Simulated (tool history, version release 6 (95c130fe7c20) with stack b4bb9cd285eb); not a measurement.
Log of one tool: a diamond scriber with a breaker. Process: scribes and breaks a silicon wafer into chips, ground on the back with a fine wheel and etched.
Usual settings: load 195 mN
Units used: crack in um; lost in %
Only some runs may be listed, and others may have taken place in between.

| run | hour | load | wafers since the last listed run | hours since the diamond tip was replaced | hours since the load on the tip was calibrated | incoming depth of the damage left on the back of the incoming wafer, um | crack | lost |
|---|---|---|---|---|---|---|---|---|
| 1 | 0.0 | 195 | 0 | 88.0 | 815.6 | 0.51 | 9.75 | 0.44 |
|  | 175.7 | load on the tip recalibrated |
| 2 | 273.8 | 153 | 651 | 361.8 | 98.1 | 0.39 | 8.37 | 4.36 |
| 3 | 376.9 | 195 | 247 | 464.9 | 201.2 | 0.36 | 9.76 | 0.50 |
| 4 | 468.6 | 195 | 219 | 556.6 | 292.9 | 0.60 | 9.71 | 0.53 |
| 5 | 515.0 | 195 | 111 | 603.0 | 339.3 | 0.39 | 9.90 | 0.52 |
| 6 | 574.5 | 195 | 142 | 662.5 | 398.8 | 0.38 | 10.03 | 0.42 |
| 7 | 660.2 | 195 | 205 | 748.2 | 484.5 | 0.42 | 9.86 | 0.47 |
| 8 | 748.1 | 168 | 210 | 836.1 | 572.4 | 0.30 | 8.78 | 1.62 |
| 9 | 804.8 | 168 | 135 | 892.8 | 629.1 | 0.58 | 8.58 | 1.83 |
|  | 960.4 | load on the tip recalibrated |
|  | 971.5 | diamond tip replaced by a new one |
| 10 | 1058.6 | 166 | 598 | 87.1 | 98.2 | 0.55 | 8.67 | 2.41 |
| 11 | 1120.4 | 167 | 148 | 148.9 | 160.0 | 0.75 | 8.76 | 2.19 |
| 12 | 1190.4 | 195 | 167 | 218.9 | 230.0 | 0.30 | 9.83 | 0.46 |
| 13 | 1250.6 | 241 | 144 | 279.1 | 290.2 | 0.57 | 11.27 | 3.32 |
| 14 | 1323.5 | 138 | 174 | 352.0 | 363.1 | 0.58 | 7.66 | 8.11 |
| 15 | 1367.6 | 195 | 105 | 396.1 | 407.2 | 0.66 | 9.93 | 0.51 |
| 16 | 1408.4 | 195 | 97 | 436.9 | 448.0 | 0.34 | 9.63 | 0.46 |
| 17 | 1451.6 | 141 | 103 | 480.1 | 491.2 | 0.36 | 7.79 | 6.87 |
| 18 | 1519.9 | 157 | 163 | 548.4 | 559.5 | 0.39 | 8.35 | 3.64 |

Hidden state, per run?
share of the diamond tip's cutting effectiveness lost through wear, %: 0 in every run
deviation of the load on the tip from its setpoint, %: 0 in every run
